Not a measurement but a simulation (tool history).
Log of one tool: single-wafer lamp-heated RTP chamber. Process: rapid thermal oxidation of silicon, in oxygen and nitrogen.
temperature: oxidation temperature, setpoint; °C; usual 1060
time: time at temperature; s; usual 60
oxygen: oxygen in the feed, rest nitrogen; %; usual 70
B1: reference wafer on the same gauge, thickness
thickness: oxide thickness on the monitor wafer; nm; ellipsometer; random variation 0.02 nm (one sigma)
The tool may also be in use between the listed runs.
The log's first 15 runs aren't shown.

-- day=7.921 gauge calibrated
run 16 day=8.046 | temperature=1060 time=60 oxygen=70 | B1=7.723 | thickness=8.307
run 17 day=8.783 | temperature=1060 time=46 oxygen=53 | B1=7.720 | thickness=6.733
run 18 day=9.229 | temperature=1060 time=60 oxygen=70 | B1=7.723 | thickness=8.324
run 19 day=9.962 | temperature=1052 time=60 oxygen=70 | B1=7.724 | thickness=7.926
run 20 day=10.612 | temperature=1060 time=39 oxygen=70 | B1=7.727 | thickness=6.924
-- day=11.162 oxygen flow controller replaced
run 21 day=11.267 | temperature=1075 time=85 oxygen=83 | B1=7.718 | thickness=11.542
run 22 day=11.579 | temperature=1060 time=60 oxygen=70 | B1=7.720 | thickness=8.382
run 23 day=12.300 | temperature=1060 time=60 oxygen=70 | B1=7.716 | thickness=8.372
run 24 day=13.000 | temperature=1060 time=60 oxygen=79 | B1=7.720 | thickness=8.802
run 25 day=13.250 | temperature=1060 time=52 oxygen=43 | B1=7.720 | thickness=6.637
run 26 day=13.754 | temperature=1085 time=60 oxygen=54 | B1=7.721 | thickness=9.034
run 27 day=14.100 | temperature=1041 time=71 oxygen=45 | B1=7.722 | thickness=6.808
run 28 day=14.508 | temperature=1041 time=78 oxygen=83 | B1=7.717 | thickness=8.857
run 29 day=14.846 | temperature=1060 time=60 oxygen=83 | B1=7.717 | thickness=8.974
run 30 day=15.533 | temperature=1045 time=45 oxygen=98 | B1=7.723 | thickness=7.538
run 31 day=16.200 | temperature=1060 time=60 oxygen=70 | B1=7.720 | thickness=8.401
run 32 day=16.675 | temperature=1079 time=88 oxygen=89 | B1=7.719 | thickness=12.385
run 33 day=16.971 | temperature=1078 time=84 oxygen=90 | B1=7.718 | thickness=12.146

Forecast each of these 4 alternatives for the next run:
run A day=16.988 | temperature=1060 time=60 oxygen=70 | B1=? | thickness=?
run B day=16.988 | temperature=1081 time=77 oxygen=96 | B1=? | thickness=?
run C day=16.988 | temperature=1051 time=43 oxygen=47 | B1=? | thickness=?
run D day=16.988 | temperature=1060 time=60 oxygen=40 | B1=? | thickness=?

run=A B1=7.721 thickness=8.434
run=B B1=7.721 thickness=12.142
run=C B1=7.721 thickness=5.964
run=D B1=7.721 thickness=6.918
Without the tool's hidden state the same runs would have given:
run=A thickness=8.257
run=B thickness=11.895
run=C thickness=5.840
run=D thickness=6.775

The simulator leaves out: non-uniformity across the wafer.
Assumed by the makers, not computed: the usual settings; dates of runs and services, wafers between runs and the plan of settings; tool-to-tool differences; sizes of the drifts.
